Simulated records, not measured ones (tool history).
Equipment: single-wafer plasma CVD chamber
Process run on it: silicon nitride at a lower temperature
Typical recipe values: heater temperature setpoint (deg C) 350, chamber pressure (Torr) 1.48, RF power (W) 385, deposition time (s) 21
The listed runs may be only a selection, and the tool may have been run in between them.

run,day,heater temperature setpoint (deg C),chamber pressure (Torr),RF power (W),deposition time (s),wafers since the last listed run,hours since the last thermocouple change,hours since the last RF generator calibration,hours since the last manometer calibration,hours since the showerhead was replaced,hours since the gauge calibration,"read-back reference wafer on the same gauge, thickness_nm",mean film thickness on the monitor wafer (nm)
1,0,350,1.48,385,21,0,2107.2,2531.9,1198,5719.3,125.2,24.798,27.812
2,0.842,350,1.48,385,21,665,2127.4,2552.1,1218.2,5739.5,145.4,24.839,27.775
3,1.712,350,1.48,385,21,688,2148.3,2573,1239.1,5760.4,166.3,24.886,27.857
4,2.696,350,1.48,385,21,777,2171.9,2596.6,1262.7,5784,189.9,24.883,27.989
5,7.096,350,1.48,385,21,3478,2277.5,2702.2,1368.3,5889.6,295.5,24.961,27.78
6,8.379,350,1.48,385,21,1014,2308.3,2733,1399.1,5920.4,326.3,25.009,27.956
7,11.067,350,1.48,385,21,2124,2372.8,2797.5,1463.6,5984.9,390.8,25.013,28.026
8,11.867,361,1.13,415,23.7,632,2392,2816.7,1482.8,6004.1,410,25.024,30.014
# day 13.304: showerhead replaced
9,13.325,350,1.71,385,21,889,2427,2851.7,1517.8,0.5,445,25.035,29.415
# day 14.642: RF generator calibrated
# day 14.871: thermocouple changed; heater temperature recalibrated
# day 15.158: capacitance manometer re-zeroed and calibrated
10,15.179,350,1.48,385,21,796,7.4,12.9,0.5,45,489.5,25.019,28.068
# day 16.008: gauge calibrated
11,16.142,342,1.48,450,18.7,760,30.5,36,23.6,68.1,3.2,24.433,27.205
12,17.217,350,1.48,410,24,849,56.3,61.8,49.4,93.9,29,24.54,32.84
13,18.158,350,1.48,385,21,744,78.9,84.4,72,116.5,51.6,24.622,27.413
14,19.038,350,1.81,385,24.4,694,100,105.5,93.1,137.6,72.7,24.58,33.939
15,20.15,344,1.48,345,17.5,879,126.7,132.2,119.8,164.3,99.4,24.716,21.045

3 options for the next run, each taken on its own from the tool as it stands now. Forecast them:
A,20.167,361,1.48,385,21,13,127.1,132.6,120.2,164.7,99.8,?,?
B,20.167,350,1.48,410,21,13,127.1,132.6,120.2,164.7,99.8,?,?
C,20.167,343,1.8,310,24.2,13,127.1,132.6,120.2,164.7,99.8,?,?

run,"read-back reference wafer on the same gauge, thickness_nm",mean film thickness on the monitor wafer (nm)
A,24.717,27.6
B,24.717,29.034
C,24.717,28.529
Stripped of hidden state, with their random variation kept, the same runs would have yielded:
run,mean film thickness on the monitor wafer (nm)
A,27.391
B,28.815
C,28.313
